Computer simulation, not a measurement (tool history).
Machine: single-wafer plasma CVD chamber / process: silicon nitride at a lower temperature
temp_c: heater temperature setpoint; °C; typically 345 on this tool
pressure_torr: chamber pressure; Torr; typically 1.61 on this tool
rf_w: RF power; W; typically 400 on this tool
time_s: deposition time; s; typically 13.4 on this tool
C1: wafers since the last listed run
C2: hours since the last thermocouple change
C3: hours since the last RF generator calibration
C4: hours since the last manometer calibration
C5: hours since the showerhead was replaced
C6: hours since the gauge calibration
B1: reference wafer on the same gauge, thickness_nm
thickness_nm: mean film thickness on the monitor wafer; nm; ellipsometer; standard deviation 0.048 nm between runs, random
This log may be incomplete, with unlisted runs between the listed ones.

run 1 hour=0.0 | temp_c=345 pressure_torr=1.61 rf_w=400 time_s=13.4 | C1=0 C2=740.6 C3=172.7 C4=2322.0 C5=1859.8 C6=745.1 | B1=18.605 | thickness_nm=16.947
run 2 hour=70.6 | temp_c=345 pressure_torr=1.61 rf_w=400 time_s=13.4 | C1=1488 C2=811.2 C3=243.3 C4=2392.6 C5=1930.4 C6=815.7 | B1=18.574 | thickness_nm=16.882
-- hour=145.6 capacitance manometer re-zeroed and calibrated
run 3 hour=159.6 | temp_c=345 pressure_torr=1.61 rf_w=400 time_s=13.4 | C1=1708 C2=900.2 C3=332.3 C4=14.0 C5=2019.4 C6=904.7 | B1=18.531 | thickness_nm=16.851
run 4 hour=186.9 | temp_c=353 pressure_torr=1.61 rf_w=375 time_s=13.4 | C1=575 C2=927.5 C3=359.6 C4=41.3 C5=2046.7 C6=932.0 | B1=18.547 | thickness_nm=16.092
run 5 hour=246.5 | temp_c=337 pressure_torr=1.61 rf_w=400 time_s=13.4 | C1=1256 C2=987.1 C3=419.2 C4=100.9 C5=2106.3 C6=991.6 | B1=18.520 | thickness_nm=16.886
run 6 hour=287.1 | temp_c=345 pressure_torr=1.61 rf_w=400 time_s=13.4 | C1=856 C2=1027.7 C3=459.8 C4=141.5 C5=2146.9 C6=1032.2 | B1=18.563 | thickness_nm=16.806
-- hour=300.5 thermocouple changed; heater temperature recalibrated
run 7 hour=351.2 | temp_c=345 pressure_torr=1.61 rf_w=400 time_s=13.4 | C1=1183 C2=50.7 C3=523.9 C4=205.6 C5=2211.0 C6=1096.3 | B1=18.502 | thickness_nm=16.817
run 8 hour=529.5 | temp_c=345 pressure_torr=1.61 rf_w=400 time_s=13.4 | C1=3760 C2=229.0 C3=702.2 C4=383.9 C5=2389.3 C6=1274.6 | B1=18.500 | thickness_nm=16.795
run 9 hour=596.6 | temp_c=345 pressure_torr=1.61 rf_w=400 time_s=13.4 | C1=1415 C2=296.1 C3=769.3 C4=451.0 C5=2456.4 C6=1341.7 | B1=18.500 | thickness_nm=16.774
run 10 hour=662.7 | temp_c=345 pressure_torr=1.61 rf_w=470 time_s=11.9 | C1=1393 C2=362.2 C3=835.4 C4=517.1 C5=2522.5 C6=1407.8 | B1=18.485 | thickness_nm=16.721
run 11 hour=694.6 | temp_c=345 pressure_torr=1.61 rf_w=400 time_s=12.2 | C1=672 C2=394.1 C3=867.3 C4=549.0 C5=2554.4 C6=1439.7 | B1=18.501 | thickness_nm=15.300
-- hour=705.5 gauge calibrated
run 12 hour=751.9 | temp_c=345 pressure_torr=1.34 rf_w=400 time_s=15.5 | C1=1208 C2=451.4 C3=924.6 C4=606.3 C5=2611.7 C6=46.4 | B1=18.985 | thickness_nm=18.822
run 13 hour=804.1 | temp_c=345 pressure_torr=1.47 rf_w=400 time_s=15.3 | C1=1100 C2=503.6 C3=976.8 C4=658.5 C5=2663.9 C6=98.6 | B1=18.916 | thickness_nm=18.912
run 14 hour=1015.1 | temp_c=360 pressure_torr=1.90 rf_w=320 time_s=13.4 | C1=4449 C2=714.6 C3=1187.8 C4=869.5 C5=2874.9 C6=309.6 | B1=18.740 | thickness_nm=15.062
run 15 hour=1058.1 | temp_c=345 pressure_torr=1.61 rf_w=400 time_s=15.4 | C1=906 C2=757.6 C3=1230.8 C4=912.5 C5=2917.9 C6=352.6 | B1=18.733 | thickness_nm=19.524
run 16 hour=1090.6 | temp_c=345 pressure_torr=1.61 rf_w=460 time_s=11.5 | C1=685 C2=790.1 C3=1263.3 C4=945.0 C5=2950.4 C6=385.1 | B1=18.703 | thickness_nm=16.037
-- hour=1230.0 showerhead replaced
run 17 hour=1284.6 | temp_c=345 pressure_torr=1.91 rf_w=400 time_s=13.4 | C1=3922 C2=984.1 C3=1457.3 C4=1139.0 C5=54.6 C6=579.1 | B1=18.626 | thickness_nm=17.975
-- hour=1300.1 RF generator calibrated
run 18 hour=1334.4 | temp_c=337 pressure_torr=1.46 rf_w=430 time_s=13.4 | C1=881 C2=1033.9 C3=34.3 C4=1188.8 C5=104.4 C6=628.9 | B1=18.600 | thickness_nm=17.234
-- hour=1376.3 thermocouple changed; heater temperature recalibrated
run 19 hour=1388.9 | temp_c=354 pressure_torr=1.61 rf_w=435 time_s=13.4 | C1=980 C2=12.6 C3=88.8 C4=1243.3 C5=158.9 C6=683.4 | B1=18.571 | thickness_nm=17.759
run 20 hour=1460.3 | temp_c=358 pressure_torr=1.87 rf_w=340 time_s=13.4 | C1=1505 C2=84.0 C3=160.2 C4=1314.7 C5=230.3 C6=754.8 | B1=18.526 | thickness_nm=15.599
run 21 hour=1518.5 | temp_c=345 pressure_torr=1.61 rf_w=400 time_s=13.4 | C1=1227 C2=142.2 C3=218.4 C4=1372.9 C5=288.5 C6=813.0 | B1=18.526 | thickness_nm=16.791
run 22 hour=1560.4 | temp_c=350 pressure_torr=1.48 rf_w=425 time_s=13.4 | C1=883 C2=184.1 C3=260.3 C4=1414.8 C5=330.4 C6=854.9 | B1=18.522 | thickness_nm=16.978
run 23 hour=1614.8 | temp_c=345 pressure_torr=1.23 rf_w=400 time_s=12.1 | C1=1147 C2=238.5 C3=314.7 C4=1469.2 C5=384.8 C6=909.3 | B1=18.522 | thickness_nm=13.725
run 24 hour=1648.6 | temp_c=345 pressure_torr=1.61 rf_w=400 time_s=13.4 | C1=712 C2=272.3 C3=348.5 C4=1503.0 C5=418.6 C6=943.1 | B1=18.495 | thickness_nm=16.784
run 25 hour=1687.7 | temp_c=338 pressure_torr=1.45 rf_w=345 time_s=15.1 | C1=824 C2=311.4 C3=387.6 C4=1542.1 C5=457.7 C6=982.2 | B1=18.468 | thickness_nm=16.380
run 26 hour=1740.5 | temp_c=333 pressure_torr=1.61 rf_w=400 time_s=14.3 | C1=1113 C2=364.2 C3=440.4 C4=1594.9 C5=510.5 C6=1035.0 | B1=18.498 | thickness_nm=17.917
run 27 hour=1768.4 | temp_c=349 pressure_torr=1.61 rf_w=400 time_s=13.4 | C1=588 C2=392.1 C3=468.3 C4=1622.8 C5=538.4 C6=1062.9 | B1=18.464 | thickness_nm=16.773
run 28 hour=1820.7 | temp_c=345 pressure_torr=1.61 rf_w=400 time_s=13.4 | C1=1102 C2=444.4 C3=520.6 C4=1675.1 C5=590.7 C6=1115.2 | B1=18.455 | thickness_nm=16.776

Some steps in thickness_nm, run to run, broken into two amounts with sign: the step expected even without the hidden condition (settings, incoming material, random variation), and the rest, left for the hidden condition together with whatever gauge scatter is not in both the measured and the hidden-condition-free result:
The hidden state here: wafer temperature above the value expected at the setpoint (K); delivered RF power above the setpoint (%); true pressure above the setpoint (%); gauge reads high (%).
Run 11 -> 12: pressure_torr 1.61 -> 1.34, time_s 12.2 -> 15.5, gauge calibrated. thickness_nm +3.522 nm: hidden state +0.405, all else +3.117.
Run 13 -> 14: temp_c 345 -> 360, pressure_torr 1.47 -> 1.90, rf_w 400 -> 320, time_s 15.3 -> 13.4. thickness_nm -3.850 nm: hidden state -0.114, all else -3.736.
Run 14 -> 15: temp_c 360 -> 345, pressure_torr 1.90 -> 1.61, rf_w 320 -> 400, time_s 13.4 -> 15.4. thickness_nm +4.462 nm: hidden state -0.112, all else +4.574.
Run 16 -> 17: pressure_torr 1.61 -> 1.91, rf_w 460 -> 400, time_s 11.5 -> 13.4, showerhead replaced. thickness_nm +1.938 nm: hidden state -0.137, all else +2.075.
